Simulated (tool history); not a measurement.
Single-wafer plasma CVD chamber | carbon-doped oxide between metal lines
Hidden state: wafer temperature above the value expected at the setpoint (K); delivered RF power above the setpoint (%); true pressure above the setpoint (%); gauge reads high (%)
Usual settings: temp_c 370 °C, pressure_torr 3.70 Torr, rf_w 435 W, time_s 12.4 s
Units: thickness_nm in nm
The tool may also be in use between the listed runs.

run    hour  temp_c  pressure_torr  rf_w  time_s  wafers since the last listed run  hours since the last thermocouple change  hours since the last RF generator calibration  hours since the last manometer calibration  hours since the showerhead was replaced  hours since the gauge calibration  read-back reference wafer on the same gauge, thickness_nm  thickness_nm
  1     0.0     370           3.70   435    12.4                                 0                                     358.3                                          530.1                                      1761.6                                   2213.3                              993.6                                                     57.817        54.780
  2    66.7     370           3.70   435    12.4                              1440                                     425.0                                          596.8                                      1828.3                                   2280.0                             1060.3                                                     57.790        54.535
  3   103.7     370           3.70   435    12.4                               799                                     462.0                                          633.8                                      1865.3                                   2317.0                             1097.3                                                     57.773        54.263
  4   194.1     370           3.70   365    12.4                              1952                                     552.4                                          724.2                                      1955.7                                   2407.4                             1187.7                                                     57.729        46.302
  5   243.6     370           3.70   365    12.4                              1069                                     601.9                                          773.7                                      2005.2                                   2456.9                             1237.2                                                     57.788        46.165
  6   346.5     370           3.70   435    12.4                              2222                                     704.8                                          876.6                                      2108.1                                   2559.8                             1340.1                                                     57.812        54.065
  7   406.9     370           3.33   435    12.4                              1304                                     765.2                                          937.0                                      2168.5                                   2620.2                             1400.5                                                     57.771        53.349
  8   536.5     370           3.70   435    12.4                              2798                                     894.8                                         1066.6                                      2298.1                                   2749.8                             1530.1                                                     57.742        53.480
  9   605.0     370           3.70   435    12.4                              1479                                     963.3                                         1135.1                                      2366.6                                   2818.3                             1598.6                                                     57.837        53.392
      650.8  -- RF generator calibrated
 10   651.3     370           3.70   435    12.4                               827                                    1009.6                                            0.5                                      2412.9                                   2864.6                             1644.9                                                     57.829        54.422
      746.9  -- capacitance manometer re-zeroed and calibrated
 11   747.4     370           3.70   435    12.4                              1902                                    1105.7                                           96.6                                         0.5                                   2960.7                             1741.0                                                     57.811        54.602
 12   787.7     370           3.70   435    12.4                               870                                    1146.0                                          136.9                                        40.8                                   3001.0                             1781.3                                                     57.732        54.837
 13   873.1     370           3.70   435    12.4                              1844                                    1231.4                                          222.3                                       126.2                                   3086.4                             1866.7                                                     57.828        54.636
 14  1019.4     378           3.70   435    12.4                              3159                                    1377.7                                          368.6                                       272.5                                   3232.7                             2013.0                                                     57.864        53.710
 15  1084.0     383           4.07   435    10.7                              1395                                    1442.3                                          433.2                                       337.1                                   3297.3                             2077.6                                                     57.806        46.289
     1138.1  -- gauge calibrated
 16  1173.2     370           3.70   480    12.4                              1926                                    1531.5                                          522.4                                       426.3                                   3386.5                               35.1                                                     57.752        59.065
 17  1431.9     361           4.56   515    14.6                              5587                                    1790.2                                          781.1                                       685.0                                   3645.2                              293.8                                                     57.836        76.229
 18  1499.0     378           4.59   435    12.4                              1449                                    1857.3                                          848.2                                       752.1                                   3712.3                              360.9                                                     57.752        54.326
     1586.6  -- showerhead replaced
 19  1587.1     370           4.43   505    11.3                              1729                                    1945.4                                          936.3                                       840.2                                      0.5                              449.0                                                     57.771        56.356
     1653.9  -- thermocouple changed; heater temperature recalibrated
 20  1662.6     381           3.70   495    12.4                              1457                                       8.7                                         1011.8                                       915.7                                     76.0                              524.5                                                     57.825        57.583
 21  1713.6     379           4.13   520    10.6                              1101                                      59.7                                         1062.8                                       966.7                                    127.0                              575.5                                                     57.764        51.606
     1750.3  -- RF generator calibrated
 22  1792.6     360           2.85   465    13.4                              1533                                     138.7                                           42.3                                      1045.7                                    206.0                              654.5                                                     57.769        62.757
 23  1843.2     379           3.11   400    13.8                              1092                                     189.3                                           92.9                                      1096.3                                    256.6                              705.1                                                     57.729        54.535
 24  1934.8     370           3.70   435    12.4                              1978                                     280.9                                          184.5                                      1187.9                                    348.2                              796.7                                                     57.780        54.745
 25  2000.9     379           2.88   375    11.0                              1427                                     347.0                                          250.6                                      1254.0                                    414.3                              862.8                                                     57.753        40.973
 26  2052.2     370           4.58   380    12.4                              1107                                     398.3                                          301.9                                      1305.3                                    465.6                              914.1                                                     57.773        49.934
 27  2110.7     366           3.70   435    12.4                              1263                                     456.8                                          360.4                                      1363.8                                    524.1                              972.6                                                     57.751        55.316
 28  2215.5     384           4.19   355    14.0                              2263                                     561.6                                          465.2                                      1468.6                                    628.9                             1077.4                                                     57.781        50.382

Hidden state or all else? Some run-to-run changes of thickness_nm, split into what the settings, what came in and random variation would give without the hidden state, and what is left for the hidden state (with any gauge scatter that isn't in both results):
Run 9 -> 10: RF generator calibrated. thickness_nm +1.030 nm: hidden state +1.548, all else -0.518.
Run 16 -> 17: temp_c 370 -> 361, pressure_torr 3.70 -> 4.56, rf_w 480 -> 515, time_s 12.4 -> 14.6. thickness_nm +17.164 nm: hidden state -0.691, all else +17.855.
Run 17 -> 18: temp_c 361 -> 378, pressure_torr 4.56 -> 4.59, rf_w 515 -> 435, time_s 14.6 -> 12.4. thickness_nm -21.903 nm: hidden state +0.042, all else -21.945.
Run 21 -> 22: temp_c 379 -> 360, pressure_torr 4.13 -> 2.85, rf_w 520 -> 465, time_s 10.6 -> 13.4, RF generator calibrated. thickness_nm +11.151 nm: hidden state +1.286, all else +9.865.
